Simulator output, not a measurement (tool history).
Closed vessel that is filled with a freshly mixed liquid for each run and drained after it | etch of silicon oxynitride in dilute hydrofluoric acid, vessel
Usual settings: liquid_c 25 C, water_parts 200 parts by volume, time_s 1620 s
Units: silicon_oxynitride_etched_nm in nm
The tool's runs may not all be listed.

run,hour,liquid_c,water_parts,time_s,wafers since the last listed run,hours since the thermometer was replaced,hours since the hydrofluoric acid flow meter was replaced,hours since the gauge calibration,"read-back film thickness of the silicon oxynitride reference wafer, read on the same gauge (nm)",silicon_oxynitride_etched_nm
1,0,25,200,1620,0,252.1,489.4,390.8,110.01,17.15
2,96.9,25,200,1620,2706,349,586.3,487.7,110.01,17.34
3,391.9,25,200,1620,8240,644,881.3,782.7,109.99,18.1
4,447.4,25,200,1620,1550,699.5,936.8,838.2,109.98,18.1
5,540,29,145,1620,2586,792.1,1029.4,930.8,110.01,31.61
6,603,25,200,1620,1759,855.1,1092.4,993.8,110,18.43
7,683.2,25,200,1620,2240,935.3,1172.6,1074,109.99,18.6
# hour 689.3: hydrofluoric acid flow meter replaced
8,737.2,21,200,1620,1480,989.3,47.9,1128,109.99,14.32
# hour 829.4: thermometer replaced
9,983.1,21,200,1620,6841,153.7,293.8,1373.9,109.99,13.88
10,1024.8,21,200,1620,1164,195.4,335.5,1415.6,110,14.22
11,1073.3,25,200,1620,1354,243.9,384,1464.1,110.03,16.98
# hour 1144.4: gauge calibrated
12,1246.8,26.5,260,965,4846,417.4,557.5,102.4,110.01,8.09
13,1343.3,21,160,1620,2695,513.9,654,198.9,110.01,18.94

The next listed run, before its measurement:
14,1438.8,25,245,1620,2667,609.4,749.5,294.4,?,?

Run 14 gave read-back film thickness of the silicon oxynitride reference wafer, read on the same gauge (nm) 109.98, silicon_oxynitride_etched_nm 14.28 nm.
Without the tool's hidden state the same run would have given silicon_oxynitride_etched_nm 12.89 nm.
